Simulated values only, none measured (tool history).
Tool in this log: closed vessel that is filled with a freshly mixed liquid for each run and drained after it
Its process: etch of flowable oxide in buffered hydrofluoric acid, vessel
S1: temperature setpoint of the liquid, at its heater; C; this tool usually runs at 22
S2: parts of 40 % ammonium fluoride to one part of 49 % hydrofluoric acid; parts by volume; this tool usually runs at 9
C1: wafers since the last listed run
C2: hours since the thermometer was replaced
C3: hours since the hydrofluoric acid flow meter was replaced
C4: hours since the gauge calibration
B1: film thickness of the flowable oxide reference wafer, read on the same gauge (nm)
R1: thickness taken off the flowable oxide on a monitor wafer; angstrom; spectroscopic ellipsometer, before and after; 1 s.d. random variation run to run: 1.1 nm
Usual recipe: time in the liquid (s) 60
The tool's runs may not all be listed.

{"run": 1, "hour": 0.0, "S1": 22, "S2": 9, "time in the liquid (s)": 60, "C1": 0, "C2": 644.1, "C3": 775, "C4": 655.1, "B1": 39.99, "R1": 1790.7}
{"run": 2, "hour": 34.2, "S1": 22, "S2": 9, "time in the liquid (s)": 60, "C1": 2647, "C2": 678.3, "C3": 809.2, "C4": 689.3, "B1": 40.01, "R1": 1783.2}
{"run": 3, "hour": 100.1, "S1": 22, "S2": 9, "time in the liquid (s)": 75, "C1": 5102, "C2": 744.2, "C3": 875.1, "C4": 755.2, "B1": 40, "R1": 2248.9}
{"run": 4, "hour": 168.8, "S1": 22, "S2": 9, "time in the liquid (s)": 60, "C1": 5319, "C2": 812.9, "C3": 943.8, "C4": 823.9, "B1": 40.01, "R1": 1798.2}
{"run": 5, "hour": 202.7, "S1": 22, "S2": 9, "time in the liquid (s)": 60, "C1": 2624, "C2": 846.8, "C3": 977.7, "C4": 857.8, "B1": 40.01, "R1": 1769.3}
{"run": 6, "hour": 260.0, "S1": 22, "S2": 9, "time in the liquid (s)": 60, "C1": 4436, "C2": 904.1, "C3": 1035, "C4": 915.1, "B1": 39.99, "R1": 1783.9}
{"run": 7, "hour": 327.8, "S1": 19, "S2": 9, "time in the liquid (s)": 60, "C1": 5249, "C2": 971.9, "C3": 1102.8, "C4": 982.9, "B1": 40, "R1": 1507.3}
{"run": 8, "hour": 371.8, "S1": 19, "S2": 9, "time in the liquid (s)": 60, "C1": 3406, "C2": 1015.9, "C3": 1146.8, "C4": 1026.9, "B1": 39.99, "R1": 1496}
{"run": 9, "hour": 409.6, "S1": 22, "S2": 9, "time in the liquid (s)": 60, "C1": 2926, "C2": 1053.7, "C3": 1184.6, "C4": 1064.7, "B1": 40, "R1": 1766.2}
{"run": 10, "hour": 455.2, "S1": 22, "S2": 9, "time in the liquid (s)": 60, "C1": 3530, "C2": 1099.3, "C3": 1230.2, "C4": 1110.3, "B1": 39.98, "R1": 1755.2}
{"hour": 496.5, "done": "thermometer replaced"}
{"run": 11, "hour": 523.6, "S1": 22, "S2": 9, "time in the liquid (s)": 60, "C1": 5218, "C2": 27.1, "C3": 1298.6, "C4": 1178.7, "B1": 40.01, "R1": 1742.9}
{"run": 12, "hour": 643.0, "S1": 22, "S2": 9, "time in the liquid (s)": 60, "C1": 9244, "C2": 146.5, "C3": 1418, "C4": 1298.1, "B1": 40.01, "R1": 1742.1}
{"run": 13, "hour": 681.2, "S1": 22, "S2": 9, "time in the liquid (s)": 60, "C1": 2957, "C2": 184.7, "C3": 1456.2, "C4": 1336.3, "B1": 40, "R1": 1740.1}
{"run": 14, "hour": 774.0, "S1": 22, "S2": 8, "time in the liquid (s)": 60, "C1": 7185, "C2": 277.5, "C3": 1549, "C4": 1429.1, "B1": 40.02, "R1": 1864.2}
{"run": 15, "hour": 804.3, "S1": 22, "S2": 9, "time in the liquid (s)": 60, "C1": 2346, "C2": 307.8, "C3": 1579.3, "C4": 1459.4, "B1": 39.98, "R1": 1736}
{"hour": 821.6, "done": "hydrofluoric acid flow meter replaced"}
{"run": 16, "hour": 848.8, "S1": 18.5, "S2": 8, "time in the liquid (s)": 50, "C1": 3368, "C2": 352.3, "C3": 27.2, "C4": 1503.9, "B1": 39.99, "R1": 1448.7}
{"run": 17, "hour": 893.8, "S1": 18, "S2": 9, "time in the liquid (s)": 30, "C1": 3484, "C2": 397.3, "C3": 72.2, "C4": 1548.9, "B1": 40, "R1": 742.3}
{"hour": 928.7, "done": "gauge calibrated"}
{"run": 18, "hour": 939.8, "S1": 22, "S2": 7.5, "time in the liquid (s)": 45, "C1": 3561, "C2": 443.3, "C3": 118.2, "C4": 11.1, "B1": 40, "R1": 1701.5}
{"run": 19, "hour": 1005.2, "S1": 19.5, "S2": 8, "time in the liquid (s)": 40, "C1": 5063, "C2": 508.7, "C3": 183.6, "C4": 76.5, "B1": 40.02, "R1": 1198.1}
{"run": 20, "hour": 1036.4, "S1": 17.5, "S2": 9, "time in the liquid (s)": 50, "C1": 2415, "C2": 539.9, "C3": 214.8, "C4": 107.7, "B1": 40, "R1": 1202.2}
{"run": 21, "hour": 1072.5, "S1": 22, "S2": 9, "time in the liquid (s)": 60, "C1": 2795, "C2": 576, "C3": 250.9, "C4": 143.8, "B1": 40.01, "R1": 1855.7}
{"run": 22, "hour": 1117.2, "S1": 22, "S2": 10, "time in the liquid (s)": 30, "C1": 3460, "C2": 620.7, "C3": 295.6, "C4": 188.5, "B1": 40, "R1": 853.9}
{"run": 23, "hour": 1160.3, "S1": 18.5, "S2": 6, "time in the liquid (s)": 85, "C1": 3337, "C2": 663.8, "C3": 338.7, "C4": 231.6, "B1": 40, "R1": 3213.1}
{"run": 24, "hour": 1223.6, "S1": 25, "S2": 9, "time in the liquid (s)": 60, "C1": 4901, "C2": 727.1, "C3": 402, "C4": 294.9, "B1": 39.99, "R1": 2170.5}
{"run": 25, "hour": 1268.2, "S1": 18.5, "S2": 9, "time in the liquid (s)": 35, "C1": 3453, "C2": 771.7, "C3": 446.6, "C4": 339.5, "B1": 39.98, "R1": 878.8}
{"run": 26, "hour": 1338.5, "S1": 22, "S2": 9, "time in the liquid (s)": 60, "C1": 5443, "C2": 842, "C3": 516.9, "C4": 409.8, "B1": 39.97, "R1": 1832.3}
{"run": 27, "hour": 1365.8, "S1": 18, "S2": 9, "time in the liquid (s)": 30, "C1": 2113, "C2": 869.3, "C3": 544.2, "C4": 437.1, "B1": 40.01, "R1": 733.2}
{"run": 28, "hour": 1423.8, "S1": 25.5, "S2": 9, "time in the liquid (s)": 60, "C1": 4490, "C2": 927.3, "C3": 602.2, "C4": 495.1, "B1": 39.98, "R1": 2203.2}

Here are 3 independent what-if runs from the current tool condition. What would each one return?
{"run": "A", "hour": 1424.5, "S1": 22, "S2": 9, "time in the liquid (s)": 60, "C1": 54, "C2": 928, "C3": 602.9, "C4": 495.8, "B1": "?", "R1": "?"}
{"run": "B", "hour": 1424.5, "S1": 22, "S2": 9, "time in the liquid (s)": 45, "C1": 54, "C2": 928, "C3": 602.9, "C4": 495.8, "B1": "?", "R1": "?"}
{"run": "C", "hour": 1424.5, "S1": 17, "S2": 9, "time in the liquid (s)": 30, "C1": 54, "C2": 928, "C3": 602.9, "C4": 495.8, "B1": "?", "R1": "?"}

run=A B1=40 R1=1830.6
run=B B1=40 R1=1373
run=C B1=40 R1=691.2
What these runs would have given with no unlogged condition in the tool:
run=A R1=1893
run=B R1=1419.8
run=C R1=714.8

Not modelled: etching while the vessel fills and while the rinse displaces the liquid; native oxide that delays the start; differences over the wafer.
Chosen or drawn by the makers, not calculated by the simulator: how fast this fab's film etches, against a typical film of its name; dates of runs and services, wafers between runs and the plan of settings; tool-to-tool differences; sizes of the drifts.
